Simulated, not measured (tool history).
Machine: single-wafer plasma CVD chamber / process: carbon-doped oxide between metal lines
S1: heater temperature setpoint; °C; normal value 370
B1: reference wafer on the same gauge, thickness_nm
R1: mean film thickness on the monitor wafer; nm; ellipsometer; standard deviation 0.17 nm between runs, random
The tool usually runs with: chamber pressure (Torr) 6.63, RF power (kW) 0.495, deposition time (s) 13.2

Run 1, hour 0.0: usual settings; B1 69.697. Result: R1 60.555 nm.
Run 2, hour 29.4: usual settings; B1 69.728. Result: R1 59.885 nm.
Run 3, hour 61.9: usual settings; B1 69.673. Result: R1 60.066 nm.
Run 4, hour 84.7: usual settings; B1 69.710. Result: R1 59.854 nm.
Run 5, hour 106.7: usual settings; B1 69.672. Result: R1 60.027 nm.
Run 6, hour 135.0: usual settings but RF power (kW) 0.570; B1 69.686. Result: R1 66.769 nm.
Run 7, hour 152.1: usual settings but RF power (kW) 0.570; B1 69.707. Result: R1 66.550 nm.
At hour 180.6: gauge calibrated.
Run 8, hour 183.3: usual settings but RF power (kW) 0.570; B1 69.740. Result: R1 66.439 nm.
At hour 195.3: showerhead replaced.
Run 9, hour 206.3: usual settings; B1 69.710. Result: R1 59.653 nm.
At hour 227.4: thermocouple changed; heater temperature recalibrated.
Run 10, hour 241.1: usual settings; B1 69.685. Result: R1 59.873 nm.
Run 11, hour 263.5: usual settings but RF power (kW) 0.530, deposition time (s) 13.9; B1 69.701. Result: R1 66.401 nm.
At hour 283.4: capacitance manometer re-zeroed and calibrated.
Run 12, hour 296.6: usual settings but S1 361 °C, chamber pressure (Torr) 7.94, RF power (kW) 0.590; B1 69.708. Result: R1 69.815 nm.
At hour 332.4: RF generator calibrated.
Run 13, hour 332.9: usual settings; B1 69.670. Result: R1 64.502 nm.
Run 14, hour 349.9: usual settings but S1 377 °C; B1 69.735. Result: R1 63.354 nm.
Run 15, hour 366.8: usual settings but S1 374 °C, chamber pressure (Torr) 8.01, deposition time (s) 11.6; B1 69.704. Result: R1 56.559 nm.
Run 16, hour 401.7: usual settings but S1 362 °C, chamber pressure (Torr) 7.70, RF power (kW) 0.535; B1 69.688. Result: R1 69.729 nm.
Run 17, hour 447.4: usual settings but RF power (kW) 0.450; B1 69.729. Result: R1 59.713 nm.
Run 18, hour 465.3: usual settings but chamber pressure (Torr) 7.23; B1 69.727. Result: R1 64.197 nm.
At hour 470.7: gauge calibrated.
Run 19, hour 491.2: usual settings but S1 376 °C, chamber pressure (Torr) 5.22, deposition time (s) 11.7; B1 69.730. Result: R1 55.070 nm.
Run 20, hour 507.5: usual settings; B1 69.724. Result: R1 64.065 nm.
Run 21, hour 543.1: usual settings but S1 364 °C, chamber pressure (Torr) 5.33, RF power (kW) 0.545; B1 69.716. Result: R1 67.817 nm.

What the log doesn't show, run by run:
wafer temperature above the value expected at the setpoint (K): 0 on each run
true pressure above the setpoint (%): 0 on each run
gauge reads high (%): 0 on each run
H1: delivered RF power above the setpoint (%)
run      H1
  1   -9.03
  2   -9.13
  3   -9.23
  4    -9.3
  5   -9.38
  6   -9.47
  7   -9.52
  8   -9.62
  9    -9.7
 10   -9.81
 11   -9.88
 12   -9.99
 13  -0.872
 14  -0.926
 15  -0.981
 16   -1.09
 17   -1.24
 18    -1.3
 19   -1.38
 20   -1.43
 21   -1.55

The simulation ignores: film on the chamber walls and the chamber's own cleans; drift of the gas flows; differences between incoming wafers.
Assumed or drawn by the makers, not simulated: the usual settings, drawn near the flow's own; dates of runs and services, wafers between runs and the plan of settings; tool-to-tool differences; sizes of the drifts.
